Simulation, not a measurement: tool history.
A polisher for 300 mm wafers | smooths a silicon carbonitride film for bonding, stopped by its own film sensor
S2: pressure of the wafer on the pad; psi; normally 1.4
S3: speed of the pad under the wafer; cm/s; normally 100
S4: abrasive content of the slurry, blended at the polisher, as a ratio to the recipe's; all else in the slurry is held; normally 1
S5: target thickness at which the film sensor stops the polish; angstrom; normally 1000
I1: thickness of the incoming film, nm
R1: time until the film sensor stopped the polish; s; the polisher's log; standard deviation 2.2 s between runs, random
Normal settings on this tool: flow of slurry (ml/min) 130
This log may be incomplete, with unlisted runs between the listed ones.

Run 1, day 0: usual settings; I1 119.5. Result: R1 137.3 s.
Run 2, day 2.017: usual settings; I1 120.2. Result: R1 143.9 s.
At day 2.925: slurry blender recalibrated.
At day 3.862: worn pad replaced by a new one.
Run 3, day 4.392: usual settings; I1 119.7. Result: R1 126.9 s.
Run 4, day 7.233: usual settings; I1 119. Result: R1 131.6 s.
Run 5, day 8.488: usual settings; I1 119.8. Result: R1 143 s.
At day 10.025: slurry blender recalibrated.
Run 6, day 10.35: usual settings; I1 118.2. Result: R1 125.1 s.
Run 7, day 11.871: usual settings but flow of slurry (ml/min) 115; I1 121.4. Result: R1 155.2 s.
At day 12.042: worn pad replaced by a new one.
Run 8, day 13.346: usual settings but flow of slurry (ml/min) 115; I1 121.9. Result: R1 147 s.
At day 14.492: head pressure recalibrated.
At day 16.7: slurry blender recalibrated.
Run 9, day 17.883: usual settings but flow of slurry (ml/min) 115; I1 120.2. Result: R1 158.1 s.
Run 10, day 20.146: usual settings; I1 120.1. Result: R1 149.9 s.
At day 20.496: worn pad replaced by a new one.
Run 11, day 22.392: usual settings but S2 1.6 psi, S3 84 cm/s, S4 0.85, S5 960 angstrom; I1 121.2. Result: R1 192.2 s.
Run 12, day 24.204: usual settings but S2 1.8 psi, S5 940 angstrom; I1 118.2. Result: R1 139.1 s.
At day 25.246: slurry blender recalibrated.
Run 13, day 26.704: usual settings; I1 119.1. Result: R1 140.1 s.
At day 27.421: slurry nozzle cleaned.
Run 14, day 28.9: usual settings but S4 1.15; I1 119.8. Result: R1 134.3 s.
At day 29.338: worn pad replaced by a new one.
Run 15, day 30.046: usual settings but S3 112 cm/s, S5 970 angstrom; I1 119.7. Result: R1 143.7 s.
At day 33.008: slurry blender recalibrated.
Run 16, day 33.042: usual settings but flow of slurry (ml/min) 145; I1 119.9. Result: R1 134.5 s.
Run 17, day 35.85: usual settings; I1 118.8. Result: R1 139 s.
At day 36.079: worn pad replaced by a new one.
Run 18, day 38.208: usual settings but flow of slurry (ml/min) 145, S3 76 cm/s, S4 0.9, S5 1060 angstrom; I1 119.9. Result: R1 119.3 s.
Run 19, day 39.233: usual settings but S3 132 cm/s, S4 0.7; I1 118.7. Result: R1 128.7 s.

Selected run-to-run steps in R1, each split into two signed amounts: the part the tool would show with no hidden state at all (from settings, incoming material and random variation), and the remainder, which goes to the hidden state together with any gauge scatter not common to the measured and the hidden-state-free results:
Hidden conditions of the tool in this case: removal rate lost through wear of the pad, %; slurry flow missing at the pad, %; deviation of the head's pressure from its setpoint, %; abrasive missing from the slurry, %.
Run 8 -> 9: head pressure recalibrated, slurry blender recalibrated. R1 +11.1 s: hidden state +21.3, all else -10.2.
Run 11 -> 12: S2 1.6 -> 1.8, S3 84 -> 100, S4 0.85 -> 1, S5 960 -> 940. R1 -53.1 s: hidden state +2.3, all else -55.4.

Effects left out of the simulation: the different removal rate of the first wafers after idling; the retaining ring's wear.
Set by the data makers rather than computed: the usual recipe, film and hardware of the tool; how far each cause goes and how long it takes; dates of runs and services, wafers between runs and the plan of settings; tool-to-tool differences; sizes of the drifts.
